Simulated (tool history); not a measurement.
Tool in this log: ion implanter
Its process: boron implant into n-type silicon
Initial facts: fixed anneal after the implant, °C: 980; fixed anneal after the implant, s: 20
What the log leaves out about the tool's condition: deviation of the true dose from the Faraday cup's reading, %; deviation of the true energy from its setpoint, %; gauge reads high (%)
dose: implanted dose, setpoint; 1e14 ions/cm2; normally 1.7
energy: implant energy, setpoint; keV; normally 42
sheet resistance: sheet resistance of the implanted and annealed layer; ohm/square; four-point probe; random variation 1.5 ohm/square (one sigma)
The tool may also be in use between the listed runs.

| run | hour | dose | energy | wafers since the last listed run | hours since the last dose calibration | hours since the extraction supply was calibrated | hours since the gauge calibration | read-back reference wafer on the same gauge, sheet resistance | sheet resistance |
|---|---|---|---|---|---|---|---|---|---|
| 1 | 0 | 1.7 | 42 | 0 | 1472.9 | 3107.4 | 382.3 | 391.36 | 481.93 |
| 2 | 20 | 1.7 | 42 | 240 | 1492.9 | 3127.4 | 402.3 | 391.95 | 478.75 |
| 3 | 50.7 | 1.7 | 42 | 369 | 1523.6 | 3158.1 | 433 | 391.56 | 482.83 |
| 4 | 79.1 | 1.7 | 42 | 341 | 1552 | 3186.5 | 461.4 | 391.52 | 482.04 |
| 5 | 105.6 | 1.7 | 36.5 | 319 | 1578.5 | 3213 | 487.9 | 392.44 | 493.04 |
| 6 | 141.6 | 1.7 | 35 | 433 | 1614.5 | 3249 | 523.9 | 391.98 | 495.45 |
| 7 | 168.6 | 1.7 | 35 | 325 | 1641.5 | 3276 | 550.9 | 391.55 | 495.01 |
| 8 | 182.8 | 1.7 | 35 | 170 | 1655.7 | 3290.2 | 565.1 | 391.72 | 496.6 |
| 9 | 216.3 | 1.7 | 42 | 403 | 1689.2 | 3323.7 | 598.6 | 391.98 | 483.38 |
| 10 | 251.4 | 1.7 | 42 | 422 | 1724.3 | 3358.8 | 633.7 | 392.06 | 483.43 |
| 11 | 322.5 | 1.7 | 42 | 855 | 1795.4 | 3429.9 | 704.8 | 391.49 | 483.93 |
|  | 345.8 | gauge calibrated |
| 12 | 357.3 | 1.7 | 42 | 418 | 1830.2 | 3464.7 | 11.5 | 392.33 | 481.89 |
| 13 | 391.7 | 1.6 | 42 | 414 | 1864.6 | 3499.1 | 45.9 | 392.33 | 502.68 |
| 14 | 424.3 | 1.6 | 42 | 392 | 1897.2 | 3531.7 | 78.5 | 392.31 | 503.77 |
| 15 | 442.8 | 1.6 | 42 | 222 | 1915.7 | 3550.2 | 97 | 392.14 | 506.16 |
| 16 | 457 | 1.7 | 42 | 170 | 1929.9 | 3564.4 | 111.2 | 392.09 | 486.14 |
| 17 | 470.5 | 2.03 | 42 | 162 | 1943.4 | 3577.9 | 124.7 | 392.06 | 430.67 |
|  | 479.8 | extraction supply calibrated |
| 18 | 485.7 | 1.7 | 53.5 | 86 | 1958.6 | 5.9 | 139.9 | 392.24 | 462.87 |
| 19 | 515.7 | 1.7 | 29.5 | 361 | 1988.6 | 35.9 | 169.9 | 391.95 | 515.95 |
|  | 546 | Faraday cup replaced and dose calibrated |
| 20 | 546.5 | 1.56 | 42 | 274 | 0.5 | 66.7 | 200.7 | 391.98 | 502.86 |
| 21 | 613.4 | 1.7 | 42 | 805 | 67.4 | 133.6 | 267.6 | 392.27 | 471.09 |
| 22 | 649 | 1.7 | 42 | 428 | 103 | 169.2 | 303.2 | 391.61 | 471.34 |
| 23 | 673 | 1.89 | 53 | 288 | 127 | 193.2 | 327.2 | 391.69 | 423.81 |
| 24 | 703.9 | 2.03 | 42 | 371 | 157.9 | 224.1 | 358.1 | 392.39 | 420.21 |
| 25 | 726 | 1.7 | 42 | 266 | 180 | 246.2 | 380.2 | 392.3 | 472.86 |
| 26 | 757.7 | 2.1 | 33 | 381 | 211.7 | 277.9 | 411.9 | 392.17 | 427.8 |
| 27 | 769.8 | 1.48 | 50.5 | 145 | 223.8 | 290 | 424 | 392.36 | 498.02 |
| 28 | 792.9 | 1.44 | 28.5 | 278 | 246.9 | 313.1 | 447.1 | 392.28 | 567.68 |
| 29 | 806.5 | 2.01 | 42 | 163 | 260.5 | 326.7 | 460.7 | 392.2 | 424.26 |
| 30 | 837.6 | 1.92 | 42 | 374 | 291.6 | 357.8 | 491.8 | 392.47 | 434.92 |
| 31 | 854.4 | 1.7 | 42 | 202 | 308.4 | 374.6 | 508.6 | 391.96 | 473.37 |
| 32 | 879.6 | 1.84 | 49.5 | 303 | 333.6 | 399.8 | 533.8 | 392.09 | 436.44 |
| 33 | 892.8 | 1.19 | 32 | 158 | 346.8 | 413 | 547 | 391.47 | 632.95 |
| 34 | 916.7 | 1.7 | 42 | 287 | 370.7 | 436.9 | 570.9 | 391.92 | 472.2 |
| 35 | 940.9 | 1.7 | 42 | 291 | 394.9 | 461.1 | 595.1 | 391.87 | 473.79 |

What was the tool's hidden state at every run in the log?
deviation of the true energy from its setpoint, %: 0 across all the runs
gauge reads high (%): 0 across all the runs
H1: deviation of the true dose from the Faraday cup's reading, %
| run | H1 |
|---|---|
| 1 | -2.59 |
| 2 | -2.66 |
| 3 | -2.77 |
| 4 | -2.88 |
| 5 | -2.97 |
| 6 | -3.11 |
| 7 | -3.21 |
| 8 | -3.27 |
| 9 | -3.4 |
| 10 | -3.54 |
| 11 | -3.83 |
| 12 | -3.98 |
| 13 | -4.13 |
| 14 | -4.27 |
| 15 | -4.36 |
| 16 | -4.42 |
| 17 | -4.48 |
| 18 | -4.55 |
| 19 | -4.69 |
| 20 | -0.39 |
| 21 | -0.396 |
| 22 | -0.403 |
| 23 | -0.409 |
| 24 | -0.419 |
| 25 | -0.428 |
| 26 | -0.443 |
| 27 | -0.449 |
| 28 | -0.462 |
| 29 | -0.47 |
| 30 | -0.49 |
| 31 | -0.502 |
| 32 | -0.521 |
| 33 | -0.531 |
| 34 | -0.552 |
| 35 | -0.573 |
